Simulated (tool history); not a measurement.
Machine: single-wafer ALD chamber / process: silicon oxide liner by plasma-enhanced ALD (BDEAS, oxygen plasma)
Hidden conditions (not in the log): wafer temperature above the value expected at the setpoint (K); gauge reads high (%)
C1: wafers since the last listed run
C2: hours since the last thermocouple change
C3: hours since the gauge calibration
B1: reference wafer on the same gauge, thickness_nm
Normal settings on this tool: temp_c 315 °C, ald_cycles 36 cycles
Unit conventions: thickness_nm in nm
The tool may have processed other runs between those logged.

run 1 hour=0.0 | temp_c=315 ald_cycles=36 | C1=0 C2=806.7 C3=880.0 | B1=3.521 | thickness_nm=3.569
run 2 hour=25.2 | temp_c=315 ald_cycles=36 | C1=197 C2=831.9 C3=905.2 | B1=3.519 | thickness_nm=3.580
run 3 hour=88.9 | temp_c=315 ald_cycles=36 | C1=498 C2=895.6 C3=968.9 | B1=3.520 | thickness_nm=3.582
run 4 hour=130.1 | temp_c=315 ald_cycles=36 | C1=322 C2=936.8 C3=1010.1 | B1=3.521 | thickness_nm=3.580
run 5 hour=192.2 | temp_c=315 ald_cycles=38 | C1=485 C2=998.9 C3=1072.2 | B1=3.519 | thickness_nm=3.768
run 6 hour=225.7 | temp_c=315 ald_cycles=38 | C1=262 C2=1032.4 C3=1105.7 | B1=3.522 | thickness_nm=3.773
run 7 hour=276.2 | temp_c=315 ald_cycles=36 | C1=395 C2=1082.9 C3=1156.2 | B1=3.519 | thickness_nm=3.579
-- hour=331.0 gauge calibrated
run 8 hour=347.0 | temp_c=315 ald_cycles=36 | C1=553 C2=1153.7 C3=16.0 | B1=3.521 | thickness_nm=3.583
run 9 hour=382.6 | temp_c=315 ald_cycles=36 | C1=278 C2=1189.3 C3=51.6 | B1=3.519 | thickness_nm=3.567
run 10 hour=415.4 | temp_c=315 ald_cycles=36 | C1=256 C2=1222.1 C3=84.4 | B1=3.521 | thickness_nm=3.580
run 11 hour=451.4 | temp_c=315 ald_cycles=36 | C1=281 C2=1258.1 C3=120.4 | B1=3.520 | thickness_nm=3.568
run 12 hour=484.0 | temp_c=315 ald_cycles=36 | C1=255 C2=1290.7 C3=153.0 | B1=3.520 | thickness_nm=3.566
run 13 hour=516.1 | temp_c=321 ald_cycles=34 | C1=251 C2=1322.8 C3=185.1 | B1=3.522 | thickness_nm=3.337
run 14 hour=586.2 | temp_c=307 ald_cycles=31 | C1=548 C2=1392.9 C3=255.2 | B1=3.520 | thickness_nm=3.127
run 15 hour=657.0 | temp_c=326 ald_cycles=31 | C1=553 C2=1463.7 C3=326.0 | B1=3.520 | thickness_nm=3.030
run 16 hour=684.9 | temp_c=319 ald_cycles=36 | C1=218 C2=1491.6 C3=353.9 | B1=3.520 | thickness_nm=3.550
run 17 hour=715.8 | temp_c=311 ald_cycles=41 | C1=241 C2=1522.5 C3=384.8 | B1=3.522 | thickness_nm=4.101
-- hour=742.6 thermocouple changed; heater temperature recalibrated
run 18 hour=743.1 | temp_c=315 ald_cycles=36 | C1=151 C2=0.5 C3=412.1 | B1=3.520 | thickness_nm=3.565
run 19 hour=806.3 | temp_c=311 ald_cycles=31 | C1=494 C2=63.7 C3=475.3 | B1=3.521 | thickness_nm=3.104
run 20 hour=845.9 | temp_c=315 ald_cycles=43 | C1=309 C2=103.3 C3=514.9 | B1=3.520 | thickness_nm=4.287
run 21 hour=904.8 | temp_c=315 ald_cycles=36 | C1=460 C2=162.2 C3=573.8 | B1=3.518 | thickness_nm=3.581
run 22 hour=955.7 | temp_c=328 ald_cycles=31 | C1=398 C2=213.1 C3=624.7 | B1=3.521 | thickness_nm=3.020

Describe how what the log doesn't record of the tool's condition differs between the last listed run preceding each entry between runs and the first listed run following it.
Run 7 -> run 8: gauge calibrated (hour 331.0)
  both runs share identical hidden conditions
Run 17 -> run 18: thermocouple changed; heater temperature recalibrated (hour 742.6)
  both runs share identical hidden conditions

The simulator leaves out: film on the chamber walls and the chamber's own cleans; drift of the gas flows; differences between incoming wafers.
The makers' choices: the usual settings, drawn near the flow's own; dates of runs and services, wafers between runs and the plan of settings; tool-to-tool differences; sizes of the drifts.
